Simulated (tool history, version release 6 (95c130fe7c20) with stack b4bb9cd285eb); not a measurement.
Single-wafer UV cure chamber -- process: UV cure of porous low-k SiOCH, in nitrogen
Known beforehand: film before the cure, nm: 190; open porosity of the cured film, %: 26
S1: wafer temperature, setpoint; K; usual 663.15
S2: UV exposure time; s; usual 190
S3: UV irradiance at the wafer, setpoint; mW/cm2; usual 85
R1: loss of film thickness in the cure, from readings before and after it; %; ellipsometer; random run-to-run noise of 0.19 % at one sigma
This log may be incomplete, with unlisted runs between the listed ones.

run,hour,S1,S2,S3,R1
1,0.0,663.15,190,85,12.054
2,20.5,663.15,190,85,12.369
3,53.4,663.15,190,85,11.581
4,75.7,663.15,190,85,12.100
5,95.2,663.15,190,85,11.868
6,120.8,673.15,190,85,11.843
7,143.0,673.15,190,85,11.705
# hour 163.7: UV bulbs replaced
8,175.3,673.15,190,85,11.415
# hour 198.5: quartz window cleaned
9,202.3,663.15,240,85,13.894
10,227.1,679.15,190,85,13.121
11,243.2,679.15,190,85,13.061
12,271.9,663.15,190,69,11.314
13,288.7,663.15,190,85,12.445
14,301.2,680.15,120,110,12.059
15,319.6,658.15,140,115,12.495
16,340.3,663.15,190,85,12.645
17,364.8,679.15,190,85,12.508
18,423.0,657.15,155,107,12.531
19,446.7,651.15,190,117,13.204
20,478.3,663.15,190,85,12.063
21,514.3,672.15,100,85,9.199
22,535.1,671.15,190,110,13.286

Below are 3 alternative next runs, each starting from the tool's condition after run 22. Predict each:
A,535.6,663.15,190,85,?
B,535.6,649.15,295,72,?
C,535.6,655.15,190,119,?

run,R1
A,11.845
B,12.954
C,13.404
The same runs, with their run-to-run variation unchanged, on a tool lacking any hidden condition would have given:
run,R1
A,12.690
B,13.818
C,14.276
